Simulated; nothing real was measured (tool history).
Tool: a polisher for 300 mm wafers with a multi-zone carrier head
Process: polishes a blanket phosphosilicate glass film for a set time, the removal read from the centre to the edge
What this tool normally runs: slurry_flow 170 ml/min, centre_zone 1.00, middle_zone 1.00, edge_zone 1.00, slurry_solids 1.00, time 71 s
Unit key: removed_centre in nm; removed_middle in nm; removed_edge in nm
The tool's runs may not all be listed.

run     day  slurry_flow  centre_zone  middle_zone  edge_zone  slurry_solids  time  wafers since the last listed run  wafers polished on this pad  hours since the slurry nozzle was cleaned  hours since the centre zone pressure was calibrated  hours since the edge zone pressure was calibrated  hours since the carrier head's membrane was replaced  incoming thickness of the incoming film, nm  removed_centre  removed_middle  removed_edge
  1   0.000          190         1.00         1.00       1.00           1.00    71                                 0                          510                                      149.7                                                580.6                                              316.0                                                 849.1                                       2263.6           512.5           518.6         529.7
  2   0.375          190         1.00         1.00       1.00           1.00    71                                77                          587                                      158.7                                                589.6                                              325.0                                                 858.1                                       2263.4           510.6           508.9         529.3
  3   0.762          170         1.00         0.96       1.00           1.00    71                                79                          667                                      168.0                                                598.9                                              334.3                                                 867.4                                       2298.6           491.7           478.9         519.0
  4   1.304          170         1.00         0.96       1.00           1.00    71                               111                          779                                      181.0                                                611.9                                              347.3                                                 880.4                                       2251.4           482.9           474.8         511.8
  5   1.767          170         1.00         0.96       1.00           1.00    71                                95                          874                                      192.1                                                623.0                                              358.4                                                 891.5                                       2300.4           490.4           480.5         515.3
  6   2.142          145         1.00         1.00       1.00           1.00    71                                77                          951                                      201.1                                                632.0                                              367.4                                                 900.5                                       2308.7           459.9           468.0         495.3
      2.854  -- worn pad replaced by a new one
  7   2.875          145         1.00         1.00       1.00           1.00    71                               116                            4                                      218.7                                                649.6                                              385.0                                                 918.1                                       2278.5           453.7           461.2         494.7
      3.008  -- edge zone pressure recalibrated
      4.167  -- centre zone pressure recalibrated
  8   4.658          145         1.00         1.00       1.00           1.00    71                               332                          337                                      261.5                                                 11.8                                               39.6                                                 960.9                                       2293.6           442.5           457.2         489.3
  9   4.917          170         1.00         1.00       1.00           1.00    71                                53                          390                                      267.7                                                 18.0                                               45.8                                                 967.1                                       2272.1           467.8           473.6         494.8
 10   5.496          140         1.00         1.00       1.10           1.00    71                               119                          509                                      281.6                                                 31.9                                               59.7                                                 981.0                                       2255.4           426.9           442.6         497.7
      5.846  -- carrier head's membrane replaced by a new one
 11   5.892          170         1.00         1.00       1.00           1.00    71                                38                          548                                      291.1                                                 41.4                                               69.2                                                   1.1                                       2227.3           470.7           474.2         496.6
 12   6.283          170         1.00         1.00       0.97           1.00    71                                80                          628                                      300.5                                                 50.8                                               78.6                                                  10.5                                       2273.4           463.9           467.9         487.7
 13   7.012          170         1.00         1.00       0.97           1.00    71                               150                          778                                      318.0                                                 68.3                                               96.1                                                  28.0                                       2235.1           446.2           458.7         490.4
      7.600  -- slurry nozzle cleaned
 14   7.621          130         1.00         1.00       0.89           1.00    56                               116                          895                                        0.5                                                 82.9                                              110.7                                                  42.6                                       2292.7           393.3           390.1         387.7
 15   7.992          170         1.00         1.03       1.00           1.00    71                                76                          971                                        9.4                                                 91.8                                              119.6                                                  51.5                                       2287.9           512.4           545.3         530.3
 16   8.546          170         0.89         0.96       0.91           1.25    71                               114                         1085                                       22.7                                                105.1                                              132.9                                                  64.8                                       2265.6           541.9           584.9         592.5
      8.892  -- worn pad replaced by a new one
 17  10.321          170         1.10         1.00       1.00           0.80    71                               331                          293                                       65.3                                                147.7                                              175.5                                                 107.4                                       2284.8           478.1           441.3         458.9
 18  12.079          110         1.00         1.00       1.00           1.00    71                               362                          655                                      107.5                                                189.9                                              217.7                                                 149.6                                       2264.0           446.8           454.9         489.8
 19  12.362          230         1.00         1.00       1.11           1.00    71                                58                          714                                      114.3                                                196.7                                              224.5                                                 156.4                                       2258.7           543.5           542.2         577.7
 20  12.825          170         1.00         1.00       1.00           1.00    71                                95                          809                                      125.4                                                207.8                                              235.6                                                 167.5                                       2295.7           495.0           506.8         528.1
 21  13.275          170         1.00         0.93       0.95           1.10    71                                92                          902                                      136.2                                                218.6                                              246.4                                                 178.3                                       2273.6           526.5           510.2         540.3

Branching from run 21: 5 alternative next runs. What would each branch give?
  A  13.296          170         1.00         1.00       1.00           1.00    83                                 4                          906                                      136.7                                                219.1                                              246.9                                                 178.8                                       2254.7               ?               ?             ?
  B  13.296          125         1.09         0.92       1.00           1.00    91                                 4                          906                                      136.7                                                219.1                                              246.9                                                 178.8                                       2254.7               ?               ?             ?
  C  13.296          170         1.00         0.89       1.00           1.00    91                                 4                          906                                      136.7                                                219.1                                              246.9                                                 178.8                                       2254.7               ?               ?             ?
  D  13.296          170         1.00         1.00       1.04           1.00    71                                 4                          906                                      136.7                                                219.1                                              246.9                                                 178.8                                       2254.7               ?               ?             ?
  E  13.296          170         1.00         0.91       0.93           1.00    91                                 4                          906                                      136.7                                                219.1                                              246.9                                                 178.8                                       2254.7               ?               ?             ?

run  removed_centre  removed_middle  removed_edge
  A           590.2           600.6         607.6
  B           630.6           564.3         629.0
  C           646.6           597.3         667.2
  D           504.9           513.7         529.8
  E           646.7           608.5         644.4
With the hidden condition removed and each run's random variation left untouched, the same runs would have given:
run  removed_centre  removed_middle  removed_edge
  A           615.8           623.7         624.5
  B           669.5           594.6         652.1
  C           674.7           620.3         685.7
  D           526.8           533.5         544.5
  E           674.7           631.9         662.3
